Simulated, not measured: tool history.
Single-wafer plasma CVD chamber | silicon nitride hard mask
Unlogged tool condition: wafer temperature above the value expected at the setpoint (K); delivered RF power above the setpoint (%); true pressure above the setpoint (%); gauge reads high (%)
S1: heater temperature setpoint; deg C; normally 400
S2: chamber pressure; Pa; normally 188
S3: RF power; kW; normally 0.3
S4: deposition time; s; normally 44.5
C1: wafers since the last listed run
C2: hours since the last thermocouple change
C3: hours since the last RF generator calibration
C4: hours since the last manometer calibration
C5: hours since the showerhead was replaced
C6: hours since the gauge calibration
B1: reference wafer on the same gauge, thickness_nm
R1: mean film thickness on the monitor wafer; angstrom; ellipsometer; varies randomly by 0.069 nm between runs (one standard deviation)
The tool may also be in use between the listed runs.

run     day   S1   S2     S3    S4   C1      C2      C3      C4      C5     C6      B1      R1
  1       0  404  188   0.27  44.5    0  1276.1  1584.8  2323.5  4019.7  261.4  51.479  406.52
  2   1.467  404  188   0.27  44.5  347  1311.3    1620  2358.7  4054.9  296.6  51.494  406.87
  3   2.521  400  188   0.27  44.5  250  1336.6  1645.3    2384  4080.2  321.9  51.496  407.98
  4   3.471  407  188    0.3  44.5  225  1359.4  1668.1  2406.8    4103  344.7  51.488  434.84
  5   4.238  407  188    0.3  44.5  181  1377.8  1686.5  2425.2  4121.4  363.1  51.512  434.12
  6   5.467  407  188    0.3  44.5  291  1407.3    1716  2454.7  4150.9  392.6  51.497  433.75
  7   7.246  400  188    0.3  39.7  422    1450  1758.7  2497.4  4193.6  435.3  51.513  386.77
      7.354  -- gauge calibrated
  8   8.429  400  168  0.285  44.5  280  1478.4  1787.1  2525.8    4222   25.8  51.508  409.97
      9.338  -- thermocouple changed; heater temperature recalibrated
  9   9.708  400  143   0.32    51  224     8.9  1817.8  2556.5  4252.7   56.5  51.507  489.48
     10.558  -- showerhead replaced
     10.733  -- RF generator calibrated
     10.771  -- capacitance manometer re-zeroed and calibrated
 10  11.175  415  173  0.325  50.8  218    44.1    10.6     9.7    14.8   91.7  51.509     539
 11  11.762  387  207    0.3  36.9  139    58.2    24.7    23.8    28.9  105.8  51.484  390.97
 12  13.142  400  188   0.25  44.5  327    91.3    57.8    56.9      62  138.9  51.492  408.94
 13  14.446  405  175    0.3  39.4  309   122.6    89.1    88.2    93.3  170.2  51.476  400.11
 14  15.421  400  188    0.3  44.5  231     146   112.5   111.6   116.7  193.6  51.511  459.18

The tool's hidden state at each run:
wafer temperature above the value expected at the setpoint (K): 0 across all the runs
true pressure above the setpoint (%): 0 across all the runs
gauge reads high (%): 0 across all the runs
H1: delivered RF power above the setpoint (%)
run      H1
  1   -8.18
  2   -8.34
  3   -8.45
  4   -8.55
  5   -8.63
  6   -8.77
  7   -8.96
  8   -9.09
  9   -9.22
 10  -0.325
 11  -0.388
 12  -0.536
 13  -0.677
 14  -0.782

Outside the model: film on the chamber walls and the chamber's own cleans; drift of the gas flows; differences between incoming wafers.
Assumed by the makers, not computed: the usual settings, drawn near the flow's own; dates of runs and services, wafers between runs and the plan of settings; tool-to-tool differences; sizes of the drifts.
